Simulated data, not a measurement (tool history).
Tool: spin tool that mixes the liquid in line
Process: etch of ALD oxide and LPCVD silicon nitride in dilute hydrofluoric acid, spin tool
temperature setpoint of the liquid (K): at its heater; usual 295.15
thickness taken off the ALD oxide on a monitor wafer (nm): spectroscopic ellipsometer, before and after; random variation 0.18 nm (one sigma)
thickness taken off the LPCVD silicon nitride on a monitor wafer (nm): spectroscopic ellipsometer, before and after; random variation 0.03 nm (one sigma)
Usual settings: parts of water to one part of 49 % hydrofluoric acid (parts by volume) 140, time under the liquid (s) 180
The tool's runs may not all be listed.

run	hour	temperature setpoint of the liquid (K)	parts of water to one part of 49 % hydrofluoric acid (parts by volume)	time under the liquid (s)	wafers since the last listed run	hours since the thermometer was replaced	hours since the hydrofluoric acid flow meter was replaced	hours since the gauge calibration	read-back film thickness of the ALD oxide reference wafer, read on the same gauge (nm)	read-back film thickness of the LPCVD silicon nitride reference wafer, read on the same gauge (nm)	thickness taken off the ALD oxide on a monitor wafer (nm)	thickness taken off the LPCVD silicon nitride on a monitor wafer (nm)
1	0.0	295.15	140	100	0	2315.9	7.8	1337.9	30.00	99.985	10.93	0.260
2	62.3	295.15	100	180	582	2378.2	70.1	1400.2	30.00	100.013	27.93	0.725
3	103.6	295.15	100	180	386	2419.5	111.4	1441.5	29.99	99.996	27.62	0.712
4	144.7	295.15	140	180	384	2460.6	152.5	1482.6	30.00	100.007	18.93	0.484
# hour 198.8: thermometer replaced
# hour 202.3: gauge calibrated
5	207.0	295.15	100	180	573	8.2	214.8	4.7	30.01	99.981	30.86	0.763
6	278.4	292.15	140	250	667	79.6	286.2	76.1	29.98	100.006	25.33	0.600
7	321.8	295.15	180	180	405	123.0	329.6	119.5	30.01	100.006	15.31	0.465
8	354.7	295.15	75	75	307	155.9	362.5	152.4	30.02	99.984	17.58	0.483
9	396.4	291.15	170	100	389	197.6	404.2	194.1	29.99	99.984	7.83	0.179
10	463.0	291.65	100	105	622	264.2	470.8	260.7	29.99	100.031	15.06	0.373
11	489.5	295.15	105	125	247	290.7	497.3	287.2	29.98	100.029	19.64	0.488
12	558.6	297.65	100	285	646	359.8	566.4	356.3	29.99	100.031	52.36	1.464
13	621.7	295.15	170	290	589	422.9	629.5	419.4	29.98	100.025	25.94	0.702
14	688.8	297.65	140	125	627	490.0	696.6	486.5	30.00	100.004	15.35	0.440
15	738.4	299.15	90	130	463	539.6	746.2	536.1	29.99	99.974	27.59	0.721
16	777.6	299.65	200	225	366	578.8	785.4	575.3	30.01	100.004	19.26	0.626
17	817.0	297.15	85	85	368	618.2	824.8	614.7	29.98	100.028	18.14	0.492
18	841.4	290.15	140	180	228	642.6	849.2	639.1	29.99	100.011	16.25	0.342
19	869.3	291.15	95	150	260	670.5	877.1	667.0	30.01	99.976	21.83	0.537
20	933.4	295.15	140	180	599	734.6	941.2	731.1	30.00	99.984	19.78	0.496
21	982.7	295.15	140	180	460	783.9	990.5	780.4	30.00	99.990	19.74	0.549
22	1010.7	295.15	165	260	261	811.9	1018.5	808.4	30.01	99.992	23.39	0.668
23	1079.4	295.15	140	180	642	880.6	1087.2	877.1	30.01	99.976	19.81	0.490
24	1104.8	292.65	115	140	237	906.0	1112.6	902.5	29.99	100.033	17.16	0.410
25	1146.9	292.15	75	120	393	948.1	1154.7	944.6	29.99	99.978	23.36	0.487

Forecast each of these 5 alternatives for the next run:
A	1147.4	298.15	140	180	4	948.6	1155.2	945.1	?	?	?	?
B	1147.4	298.65	160	215	4	948.6	1155.2	945.1	?	?	?	?
C	1147.4	299.15	140	230	4	948.6	1155.2	945.1	?	?	?	?
D	1147.4	295.15	210	180	4	948.6	1155.2	945.1	?	?	?	?
E	1147.4	295.15	200	180	4	948.6	1155.2	945.1	?	?	?	?

run	read-back film thickness of the ALD oxide reference wafer, read on the same gauge (nm)	read-back film thickness of the LPCVD silicon nitride reference wafer, read on the same gauge (nm)	thickness taken off the ALD oxide on a monitor wafer (nm)	thickness taken off the LPCVD silicon nitride on a monitor wafer (nm)
A	29.99	99.998	22.11	0.684
B	29.99	99.998	23.01	0.739
C	29.99	99.998	29.35	0.932
D	29.99	99.998	12.18	0.378
E	29.99	99.998	12.92	0.397
Without the tool's hidden state the same runs would have given:
run	thickness taken off the ALD oxide on a monitor wafer (nm)	thickness taken off the LPCVD silicon nitride on a monitor wafer (nm)
A	24.00	0.763
B	24.97	0.823
C	31.86	1.039
D	13.23	0.421
E	14.04	0.442
